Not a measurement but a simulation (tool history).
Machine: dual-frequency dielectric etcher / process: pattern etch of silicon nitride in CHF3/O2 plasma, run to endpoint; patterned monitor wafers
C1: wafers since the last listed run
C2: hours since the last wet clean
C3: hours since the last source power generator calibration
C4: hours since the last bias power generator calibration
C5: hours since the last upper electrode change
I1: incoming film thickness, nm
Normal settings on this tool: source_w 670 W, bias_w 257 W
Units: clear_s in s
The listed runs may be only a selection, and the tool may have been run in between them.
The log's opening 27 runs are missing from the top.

{"run": 28, "day": 100.242, "source_w": 670, "bias_w": 257, "C1": 1427, "C2": 720.2, "C3": 722.3, "C4": 1693.4, "C5": 1273.5, "I1": 78.3, "clear_s": 47.3}
{"day": 102.996, "done": "wet clean of the chamber"}
{"run": 29, "day": 104.446, "source_w": 670, "bias_w": 305, "C1": 1063, "C2": 34.8, "C3": 823.2, "C4": 1794.3, "C5": 1374.4, "I1": 77.6, "clear_s": 41.4}
{"run": 30, "day": 108.775, "source_w": 670, "bias_w": 281, "C1": 1437, "C2": 138.7, "C3": 927.1, "C4": 1898.2, "C5": 1478.3, "I1": 77.7, "clear_s": 44.1}
{"run": 31, "day": 112.9, "source_w": 580, "bias_w": 257, "C1": 1369, "C2": 237.7, "C3": 1026.1, "C4": 1997.2, "C5": 1577.3, "I1": 78.6, "clear_s": 49.7}
{"run": 32, "day": 117.029, "source_w": 670, "bias_w": 257, "C1": 1371, "C2": 336.8, "C3": 1125.2, "C4": 2096.3, "C5": 1676.4, "I1": 77.9, "clear_s": 46.3}
{"day": 117.333, "done": "bias power generator calibrated"}
{"run": 33, "day": 120.05, "source_w": 520, "bias_w": 307, "C1": 947, "C2": 409.3, "C3": 1197.7, "C4": 65.2, "C5": 1748.9, "I1": 77.7, "clear_s": 46.5}
{"run": 34, "day": 121.575, "source_w": 830, "bias_w": 312, "C1": 506, "C2": 445.9, "C3": 1234.3, "C4": 101.8, "C5": 1785.5, "I1": 78, "clear_s": 37.4}
{"run": 35, "day": 124.279, "source_w": 670, "bias_w": 257, "C1": 897, "C2": 510.8, "C3": 1299.2, "C4": 166.7, "C5": 1850.4, "I1": 77.3, "clear_s": 45.5}
{"run": 36, "day": 126.704, "source_w": 670, "bias_w": 257, "C1": 805, "C2": 569, "C3": 1357.4, "C4": 224.9, "C5": 1908.6, "I1": 77.3, "clear_s": 45.1}

Each row is a separate what-if for the run after 36, all from the same tool condition, not one after another. Results?
{"run": "A", "day": 126.721, "source_w": 670, "bias_w": 257, "C1": 5, "C2": 569.4, "C3": 1357.8, "C4": 225.3, "C5": 1909, "I1": 77.6, "clear_s": "?"}
{"run": "B", "day": 126.721, "source_w": 610, "bias_w": 257, "C1": 5, "C2": 569.4, "C3": 1357.8, "C4": 225.3, "C5": 1909, "I1": 77.6, "clear_s": "?"}
{"run": "C", "day": 126.721, "source_w": 670, "bias_w": 196, "C1": 5, "C2": 569.4, "C3": 1357.8, "C4": 225.3, "C5": 1909, "I1": 77.6, "clear_s": "?"}

run=A clear_s=45.9
run=B clear_s=48
run=C clear_s=53.8
What these runs would have given with no unlogged condition in the tool:
run=A clear_s=44.6
run=B clear_s=46.6
run=C clear_s=52.2

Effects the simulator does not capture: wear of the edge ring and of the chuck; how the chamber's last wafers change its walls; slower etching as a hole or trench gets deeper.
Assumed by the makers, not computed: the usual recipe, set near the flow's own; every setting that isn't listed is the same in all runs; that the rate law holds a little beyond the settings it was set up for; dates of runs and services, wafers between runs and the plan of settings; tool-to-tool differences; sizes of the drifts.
